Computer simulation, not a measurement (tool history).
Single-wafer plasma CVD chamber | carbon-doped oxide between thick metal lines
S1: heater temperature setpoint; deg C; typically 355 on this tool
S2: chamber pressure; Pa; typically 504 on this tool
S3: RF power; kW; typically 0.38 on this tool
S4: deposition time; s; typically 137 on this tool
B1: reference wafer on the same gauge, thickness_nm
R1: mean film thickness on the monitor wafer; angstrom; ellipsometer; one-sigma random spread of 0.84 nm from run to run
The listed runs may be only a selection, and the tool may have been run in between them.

| run | hour | S1 | S2 | S3 | S4 | B1 | R1 |
|---|---|---|---|---|---|---|---|
| 1 | 0 | 355 | 504 | 0.38 | 137 | 539.321 | 5603.89 |
|  | 22.6 | thermocouple changed; heater temperature recalibrated |
| 2 | 23.1 | 355 | 427 | 0.38 | 137 | 539.01 | 5412.02 |
| 3 | 23.7 | 355 | 427 | 0.38 | 137 | 539.026 | 5409.58 |
| 4 | 32.5 | 369 | 620 | 0.32 | 126 | 538.843 | 4387.39 |
| 5 | 48.5 | 355 | 504 | 0.38 | 137 | 538.974 | 5596.35 |
| 6 | 64.3 | 368 | 504 | 0.32 | 137 | 538.803 | 4562.93 |
| 7 | 78.8 | 348 | 504 | 0.405 | 137 | 538.867 | 6053.25 |
| 8 | 85.1 | 355 | 427 | 0.38 | 137 | 539.069 | 5396.86 |
| 9 | 94 | 365 | 601 | 0.45 | 123 | 539.056 | 5968.05 |
|  | 100.9 | gauge calibrated |
| 10 | 111.6 | 364 | 561 | 0.455 | 137 | 538.965 | 6613.58 |
| 11 | 121.5 | 355 | 504 | 0.38 | 137 | 539.044 | 5585.59 |
| 12 | 129.9 | 369 | 504 | 0.315 | 137 | 539.002 | 4458.54 |
| 13 | 144 | 345 | 612 | 0.42 | 116 | 539.206 | 5586.82 |
| 14 | 160.9 | 355 | 504 | 0.38 | 137 | 539.188 | 5591.01 |
| 15 | 174.8 | 368 | 608 | 0.38 | 155 | 538.996 | 6389.96 |
| 16 | 185.8 | 355 | 504 | 0.38 | 137 | 539.241 | 5581.1 |
|  | 202.2 | showerhead replaced |
| 17 | 202.7 | 342 | 559 | 0.42 | 119 | 538.825 | 5685.81 |
|  | 217.5 | capacitance manometer re-zeroed and calibrated |
| 18 | 218 | 355 | 391 | 0.38 | 111 | 539.007 | 4277.99 |
| 19 | 232.5 | 355 | 504 | 0.38 | 137 | 538.659 | 5505.2 |
| 20 | 249.9 | 355 | 504 | 0.38 | 111 | 538.798 | 4464.25 |
| 21 | 257.4 | 355 | 504 | 0.35 | 137 | 538.694 | 5075.23 |
| 22 | 275.3 | 348 | 416 | 0.405 | 115 | 539.137 | 4830.86 |
| 23 | 286 | 355 | 504 | 0.38 | 137 | 539.025 | 5497.57 |
| 24 | 303.9 | 355 | 596 | 0.38 | 137 | 538.905 | 5722.51 |
| 25 | 311.3 | 355 | 504 | 0.38 | 137 | 539.139 | 5505.97 |
| 26 | 320 | 368 | 392 | 0.315 | 146 | 539.127 | 4475.17 |
| 27 | 360.1 | 355 | 504 | 0.38 | 137 | 539.016 | 5508.85 |

5 ways to go on from here, each from the tool as it stands after run 27. What would each give?
| A | 360.5 | 355 | 504 | 0.38 | 137 | ? | ? |
| B | 360.5 | 343 | 504 | 0.38 | 145 | ? | ? |
| C | 360.5 | 341 | 504 | 0.325 | 137 | ? | ? |
| D | 360.5 | 343 | 504 | 0.38 | 137 | ? | ? |
| E | 360.5 | 349 | 463 | 0.405 | 137 | ? | ? |

| run | B1 | R1 |
|---|---|---|
| A | 539.028 | 5509.92 |
| B | 539.028 | 6030.35 |
| C | 539.028 | 4892.13 |
| D | 539.028 | 5698.87 |
| E | 539.028 | 5841.23 |
Stripped of hidden state, with their random variation kept, the same runs would have yielded:
| run | R1 |
|---|---|
| A | 5591.14 |
| B | 6119.24 |
| C | 4968.93 |
| D | 5782.88 |
| E | 5926.48 |
